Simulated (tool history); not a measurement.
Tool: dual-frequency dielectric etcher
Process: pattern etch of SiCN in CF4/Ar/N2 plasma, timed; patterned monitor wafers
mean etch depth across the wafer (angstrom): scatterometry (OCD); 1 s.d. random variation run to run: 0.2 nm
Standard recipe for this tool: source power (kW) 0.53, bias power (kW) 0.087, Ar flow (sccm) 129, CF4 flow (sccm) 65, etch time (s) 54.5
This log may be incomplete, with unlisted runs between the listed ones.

| run | hour | source power (kW) | bias power (kW) | Ar flow (sccm) | CF4 flow (sccm) | etch time (s) | wafers since the last listed run | hours since the last wet clean | hours since the last source power generator calibration | hours since the last bias power generator calibration | hours since the last Ar flow controller change | hours since the last CF4 flow controller change | hours since the last upper electrode change | hours since the gauge calibration | read-back reference wafer on the same gauge, depth_nm | mean etch depth across the wafer (angstrom) |
|---|---|---|---|---|---|---|---|---|---|---|---|---|---|---|---|---|
| 1 | 0 | 0.53 | 0.078 | 129 | 65 | 54.5 | 0 | 472.2 | 3423.1 | 3718.6 | 1528.1 | 2328.9 | 4434 | 70.5 | 66.6 | 530 |
| 2 | 11.6 | 0.53 | 0.087 | 109 | 65 | 54.5 | 183 | 483.8 | 3434.7 | 3730.2 | 1539.7 | 2340.5 | 4445.6 | 82.1 | 66.7 | 577 |
| 3 | 19.7 | 0.53 | 0.087 | 109 | 65 | 54.5 | 128 | 491.9 | 3442.8 | 3738.3 | 1547.8 | 2348.6 | 4453.7 | 90.2 | 66.6 | 579 |
| 4 | 31.3 | 0.53 | 0.087 | 129 | 65 | 54.5 | 183 | 503.5 | 3454.4 | 3749.9 | 1559.4 | 2360.2 | 4465.3 | 101.8 | 66.6 | 556 |
|  | 56.2 | wet clean of the chamber |
| 5 | 56.7 | 0.53 | 0.087 | 129 | 65 | 54.5 | 22 | 0.5 | 3479.8 | 3775.3 | 1584.8 | 2385.6 | 4490.7 | 127.2 | 66.5 | 584 |
| 6 | 57 | 0.53 | 0.087 | 129 | 65 | 54.5 | 4 | 0.8 | 3480.1 | 3775.6 | 1585.1 | 2385.9 | 4491 | 127.5 | 66.6 | 588 |
| 7 | 58.5 | 0.53 | 0.071 | 129 | 65 | 54.5 | 23 | 2.3 | 3481.6 | 3777.1 | 1586.6 | 2387.4 | 4492.5 | 129 | 66.6 | 522 |
| 8 | 66 | 0.53 | 0.071 | 129 | 65 | 54.5 | 118 | 9.8 | 3489.1 | 3784.6 | 1594.1 | 2394.9 | 4500 | 136.5 | 66.5 | 527 |
|  | 69.5 | gauge calibrated |
|  | 79.4 | Ar flow controller replaced |
|  | 99.4 | bias power generator calibrated |
|  | 104.7 | upper electrode replaced, of another model than before |
|  | 108.4 | source power generator calibrated |
| 9 | 108.9 | 0.46 | 0.087 | 160 | 65 | 54.5 | 377 | 52.7 | 0.5 | 9.5 | 29.5 | 2437.8 | 4.2 | 39.4 | 66.7 | 506 |
| 10 | 109.2 | 0.53 | 0.087 | 129 | 65 | 54.5 | 4 | 53 | 0.8 | 9.8 | 29.8 | 2438.1 | 4.5 | 39.7 | 66.6 | 588 |
| 11 | 109.5 | 0.53 | 0.087 | 104 | 65 | 44.5 | 4 | 53.3 | 1.1 | 10.1 | 30.1 | 2438.4 | 4.8 | 40 | 66.6 | 497 |
|  | 117.6 | CF4 flow controller replaced |
| 12 | 118.1 | 0.53 | 0.087 | 129 | 80 | 46.5 | 41 | 61.9 | 9.7 | 18.7 | 38.7 | 0.5 | 13.4 | 48.6 | 66.6 | 520 |
| 13 | 121.2 | 0.59 | 0.099 | 106 | 72 | 54.5 | 49 | 65 | 12.8 | 21.8 | 41.8 | 3.6 | 16.5 | 51.7 | 66.6 | 736 |
| 14 | 135.5 | 0.41 | 0.069 | 100 | 78 | 54.5 | 226 | 79.3 | 27.1 | 36.1 | 56.1 | 17.9 | 30.8 | 66 | 66.6 | 434 |
| 15 | 145.7 | 0.53 | 0.081 | 157 | 81 | 54.5 | 161 | 89.5 | 37.3 | 46.3 | 66.3 | 28.1 | 41 | 76.2 | 66.6 | 554 |
| 16 | 161.2 | 0.59 | 0.099 | 106 | 72 | 54.5 | 245 | 105 | 52.8 | 61.8 | 81.8 | 43.6 | 56.5 | 91.7 | 66.6 | 731 |
| 17 | 173.7 | 0.6 | 0.098 | 118 | 65 | 54.5 | 197 | 117.5 | 65.3 | 74.3 | 94.3 | 56.1 | 69 | 104.2 | 66.6 | 709 |

Below are 5 alternative next runs, each starting from the tool's condition after run 17. Predict each:
| A | 174.1 | 0.53 | 0.087 | 129 | 65 | 54.5 | 6 | 117.9 | 65.7 | 74.7 | 94.7 | 56.5 | 69.4 | 104.6 | ? | ? |
| B | 174.1 | 0.53 | 0.087 | 129 | 52 | 54.5 | 6 | 117.9 | 65.7 | 74.7 | 94.7 | 56.5 | 69.4 | 104.6 | ? | ? |
| C | 174.1 | 0.66 | 0.093 | 119 | 58 | 54.5 | 6 | 117.9 | 65.7 | 74.7 | 94.7 | 56.5 | 69.4 | 104.6 | ? | ? |
| D | 174.1 | 0.53 | 0.069 | 129 | 65 | 50.5 | 6 | 117.9 | 65.7 | 74.7 | 94.7 | 56.5 | 69.4 | 104.6 | ? | ? |
| E | 174.1 | 0.56 | 0.076 | 129 | 65 | 42.5 | 6 | 117.9 | 65.7 | 74.7 | 94.7 | 56.5 | 69.4 | 104.6 | ? | ? |

| run | read-back reference wafer on the same gauge, depth_nm | mean etch depth across the wafer (angstrom) |
|---|---|---|
| A | 66.6 | 581 |
| B | 66.6 | 546 |
| C | 66.6 | 713 |
| D | 66.6 | 438 |
| E | 66.6 | 421 |
With the hidden condition removed and each run's random variation left untouched, the same runs would have given:
| run | mean etch depth across the wafer (angstrom) |
|---|---|
| A | 589 |
| B | 554 |
| C | 723 |
| D | 445 |
| E | 427 |
